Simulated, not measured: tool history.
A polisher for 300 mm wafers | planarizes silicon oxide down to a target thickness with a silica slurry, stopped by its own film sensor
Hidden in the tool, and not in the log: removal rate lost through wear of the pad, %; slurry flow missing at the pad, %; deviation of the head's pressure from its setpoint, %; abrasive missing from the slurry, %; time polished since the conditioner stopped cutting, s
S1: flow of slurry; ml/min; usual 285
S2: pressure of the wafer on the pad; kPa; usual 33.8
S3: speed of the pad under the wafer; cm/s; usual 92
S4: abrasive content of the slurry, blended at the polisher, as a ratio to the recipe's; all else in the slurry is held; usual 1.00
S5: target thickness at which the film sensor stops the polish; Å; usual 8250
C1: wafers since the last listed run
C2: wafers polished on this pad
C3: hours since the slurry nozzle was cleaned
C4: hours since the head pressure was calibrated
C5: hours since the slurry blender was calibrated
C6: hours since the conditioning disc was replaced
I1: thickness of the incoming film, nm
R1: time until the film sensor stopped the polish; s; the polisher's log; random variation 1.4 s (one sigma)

run	hour	S1	S2	S3	S4	S5	C1	C2	C3	C4	C5	C6	I1	R1
1	0.0	285	42.7	92	1.00	8250	0	474	427.2	383.0	50.0	397.3	1189.5	107.9
2	8.7	285	42.7	92	1.00	8250	70	544	435.9	391.7	58.7	406.0	1189.3	109.3
3	15.5	285	33.8	110	1.00	8250	55	599	442.7	398.5	65.5	412.8	1169.1	114.1
4	29.9	285	33.8	110	1.00	8250	116	716	457.1	412.9	79.9	427.2	1197.2	125.9
5	44.5	285	33.8	110	1.00	8250	118	834	471.7	427.5	94.5	441.8	1182.8	126.0
6	56.9	285	33.8	92	1.00	8250	100	935	484.1	439.9	106.9	454.2	1194.2	150.7
# hour 68.7: slurry blender recalibrated
7	70.6	285	33.8	92	1.00	8250	94	1029	497.8	453.6	1.9	467.9	1202.0	123.1
8	86.3	285	33.8	92	1.00	8250	127	1156	513.5	469.3	17.6	483.6	1210.8	132.2
9	96.7	285	33.8	92	1.00	8250	84	1241	523.9	479.7	28.0	494.0	1175.0	121.7
# hour 108.1: worn pad replaced by a new one
10	108.6	285	33.8	92	1.00	8250	63	3	535.8	491.6	39.9	505.9	1198.0	135.3
11	115.3	285	33.8	92	1.00	8250	54	58	542.5	498.3	46.6	512.6	1202.0	138.6
12	127.4	285	33.8	92	1.00	8250	97	156	554.6	510.4	58.7	524.7	1192.8	137.5
# hour 134.6: conditioning disc replaced and pad reconditioned
13	144.2	285	33.8	110	1.00	8250	119	275	571.4	527.2	75.5	9.6	1193.6	125.7
14	158.2	285	25.5	92	1.00	8250	113	389	585.4	541.2	89.5	23.6	1215.6	197.6
15	167.1	285	33.8	84	0.80	8250	72	461	594.3	550.1	98.4	32.5	1214.3	187.4
# hour 172.8: slurry nozzle cleaned
16	182.4	335	31.0	92	0.85	9360	115	577	9.6	565.4	113.7	47.8	1196.5	124.2
# hour 187.9: slurry blender recalibrated
17	199.6	225	43.4	74	1.00	8660	123	700	26.8	582.6	11.7	65.0	1195.3	107.6
18	213.0	285	42.7	92	1.00	8250	108	808	40.2	596.0	25.1	78.4	1185.5	101.5
19	228.8	285	33.8	92	1.00	8250	127	936	56.0	611.8	40.9	94.2	1182.2	135.7
# hour 234.9: head pressure recalibrated
20	238.1	285	42.7	118	1.00	9510	59	995	65.3	3.2	50.2	103.5	1188.2	51.2
21	248.3	285	33.8	92	1.00	8250	82	1078	75.5	13.4	60.4	113.7	1171.9	119.1
# hour 271.2: worn pad replaced by a new one
22	277.9	195	42.1	92	1.00	8700	207	54	105.1	43.0	90.0	143.3	1198.3	98.1
23	290.9	285	33.8	92	1.00	8930	105	159	118.1	56.0	103.0	156.3	1196.4	106.7
24	304.0	285	33.8	120	1.00	8250	106	265	131.2	69.1	116.1	169.4	1172.4	100.9

Forecast each of these 4 alternatives for the next run:
A	304.5	285	33.8	92	1.00	8250	4	269	131.7	69.6	116.6	169.9	1200.5	?
B	304.5	225	33.8	70	1.10	8250	4	269	131.7	69.6	116.6	169.9	1200.5	?
C	304.5	245	33.8	104	0.90	7270	4	269	131.7	69.6	116.6	169.9	1200.5	?
D	304.5	285	43.4	92	1.00	9060	4	269	131.7	69.6	116.6	169.9	1200.5	?

run	R1
A	133.6
B	160.5
C	164.7
D	81.5
Without the tool's hidden state the same runs would have given:
run	R1
A	108.1
B	131.2
C	131.8
D	66.0

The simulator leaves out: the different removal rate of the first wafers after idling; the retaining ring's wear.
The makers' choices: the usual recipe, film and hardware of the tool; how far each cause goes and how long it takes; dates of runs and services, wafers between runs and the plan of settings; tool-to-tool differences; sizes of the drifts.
